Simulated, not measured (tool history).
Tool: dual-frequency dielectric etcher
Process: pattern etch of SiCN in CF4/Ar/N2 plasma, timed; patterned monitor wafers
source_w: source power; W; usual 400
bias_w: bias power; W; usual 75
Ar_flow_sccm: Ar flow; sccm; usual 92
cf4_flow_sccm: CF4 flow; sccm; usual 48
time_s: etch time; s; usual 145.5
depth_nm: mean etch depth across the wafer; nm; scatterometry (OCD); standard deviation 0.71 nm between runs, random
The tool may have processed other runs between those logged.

| run | hour | source_w | bias_w | Ar_flow_sccm | cf4_flow_sccm | time_s | wafers since the last listed run | hours since the last wet clean | hours since the last source power generator calibration | hours since the last bias power generator calibration | hours since the last Ar flow controller change | hours since the last CF4 flow controller change | hours since the last upper electrode change | hours since the gauge calibration | read-back reference wafer on the same gauge, depth_nm | depth_nm |
|---|---|---|---|---|---|---|---|---|---|---|---|---|---|---|---|---|
| 1 | 0 | 400 | 90 | 92 | 48 | 105 | 0 | 181.8 | 2599.5 | 5214.3 | 228.9 | 277.9 | 1778.7 | 657.7 | 102.9 | 91.4 |
| 2 | 28.3 | 400 | 57 | 92 | 48 | 145.5 | 199 | 210.1 | 2627.8 | 5242.6 | 257.2 | 306.2 | 1807 | 686 | 102.9 | 108.5 |
| 3 | 54.2 | 340 | 75 | 84 | 48 | 145.5 | 182 | 236 | 2653.7 | 5268.5 | 283.1 | 332.1 | 1832.9 | 711.9 | 102.9 | 105.2 |
|  | 66.6 | gauge calibrated |
|  | 92 | bias power generator calibrated |
|  | 101.9 | upper electrode replaced |
| 4 | 102.4 | 490 | 63 | 92 | 48 | 145.5 | 242 | 284.2 | 2701.9 | 10.4 | 331.3 | 380.3 | 0.5 | 35.8 | 102.9 | 131.8 |
| 5 | 102.8 | 400 | 64 | 86 | 52 | 145.5 | 2 | 284.6 | 2702.3 | 10.8 | 331.7 | 380.7 | 0.9 | 36.2 | 103.1 | 116.2 |
| 6 | 125.5 | 400 | 64 | 92 | 48 | 145.5 | 160 | 307.3 | 2725 | 33.5 | 354.4 | 403.4 | 23.6 | 58.9 | 103 | 113.6 |
| 7 | 140 | 400 | 75 | 74 | 48 | 158 | 102 | 321.8 | 2739.5 | 48 | 368.9 | 417.9 | 38.1 | 73.4 | 102.9 | 133 |
|  | 146.1 | source power generator calibrated |
| 8 | 161.7 | 360 | 75 | 99 | 39 | 104.5 | 125 | 343.5 | 15.6 | 69.7 | 390.6 | 439.6 | 59.8 | 95.1 | 102.8 | 74.9 |
| 9 | 178.5 | 400 | 75 | 92 | 48 | 145.5 | 118 | 360.3 | 32.4 | 86.5 | 407.4 | 456.4 | 76.6 | 111.9 | 103.2 | 118.8 |
| 10 | 204 | 400 | 75 | 92 | 48 | 145.5 | 180 | 385.8 | 57.9 | 112 | 432.9 | 481.9 | 102.1 | 137.4 | 103 | 117.8 |
| 11 | 221.3 | 400 | 58 | 92 | 59 | 145.5 | 122 | 403.1 | 75.2 | 129.3 | 450.2 | 499.2 | 119.4 | 154.7 | 102.9 | 114.3 |
| 12 | 247.4 | 400 | 75 | 92 | 52 | 115.5 | 184 | 429.2 | 101.3 | 155.4 | 476.3 | 525.3 | 145.5 | 180.8 | 103.2 | 96 |
| 13 | 275.7 | 470 | 75 | 110 | 48 | 145.5 | 199 | 457.5 | 129.6 | 183.7 | 504.6 | 553.6 | 173.8 | 209.1 | 102.9 | 131.9 |
| 14 | 291 | 400 | 75 | 92 | 48 | 145.5 | 108 | 472.8 | 144.9 | 199 | 519.9 | 568.9 | 189.1 | 224.4 | 102.9 | 118.2 |
| 15 | 308.6 | 400 | 75 | 92 | 48 | 145.5 | 124 | 490.4 | 162.5 | 216.6 | 537.5 | 586.5 | 206.7 | 242 | 102.9 | 118.9 |
| 16 | 325 | 400 | 63 | 92 | 48 | 124 | 115 | 506.8 | 178.9 | 233 | 553.9 | 602.9 | 223.1 | 258.4 | 102.9 | 93.8 |
| 17 | 359.1 | 400 | 63 | 92 | 48 | 124 | 240 | 540.9 | 213 | 267.1 | 588 | 637 | 257.2 | 292.5 | 103.1 | 94.4 |
| 18 | 380.7 | 370 | 75 | 92 | 48 | 145.5 | 152 | 562.5 | 234.6 | 288.7 | 609.6 | 658.6 | 278.8 | 314.1 | 102.9 | 110.9 |
| 19 | 413.6 | 490 | 75 | 92 | 48 | 167 | 232 | 595.4 | 267.5 | 321.6 | 642.5 | 691.5 | 311.7 | 347 | 102.8 | 161.6 |
|  | 447.6 | wet clean of the chamber |
| 20 | 478.8 | 480 | 60 | 92 | 48 | 145.5 | 291 | 31.2 | 332.7 | 386.8 | 707.7 | 756.7 | 376.9 | 412.2 | 103 | 127 |
| 21 | 497.3 | 400 | 75 | 92 | 48 | 145.5 | 130 | 49.7 | 351.2 | 405.3 | 726.2 | 775.2 | 395.4 | 430.7 | 102.9 | 119.5 |
| 22 | 521.1 | 490 | 75 | 112 | 48 | 162 | 168 | 73.5 | 375 | 429.1 | 750 | 799 | 419.2 | 454.5 | 102.9 | 152.1 |

Take each entry between the runs: how does the hidden state at the last listed run before it differ from the hidden state at the first listed run after it?
Logged between run 3 and run 4: gauge calibrated (hour 66.6); bias power generator calibrated (hour 92); upper electrode replaced (hour 101.9)
  nothing in the hidden state changes from one run to the other
Logged between run 7 and run 8: source power generator calibrated (hour 146.1)
  nothing in the hidden state changes from one run to the other
Logged between run 19 and run 20: wet clean of the chamber (hour 447.6)
  nothing in the hidden state changes from one run to the other

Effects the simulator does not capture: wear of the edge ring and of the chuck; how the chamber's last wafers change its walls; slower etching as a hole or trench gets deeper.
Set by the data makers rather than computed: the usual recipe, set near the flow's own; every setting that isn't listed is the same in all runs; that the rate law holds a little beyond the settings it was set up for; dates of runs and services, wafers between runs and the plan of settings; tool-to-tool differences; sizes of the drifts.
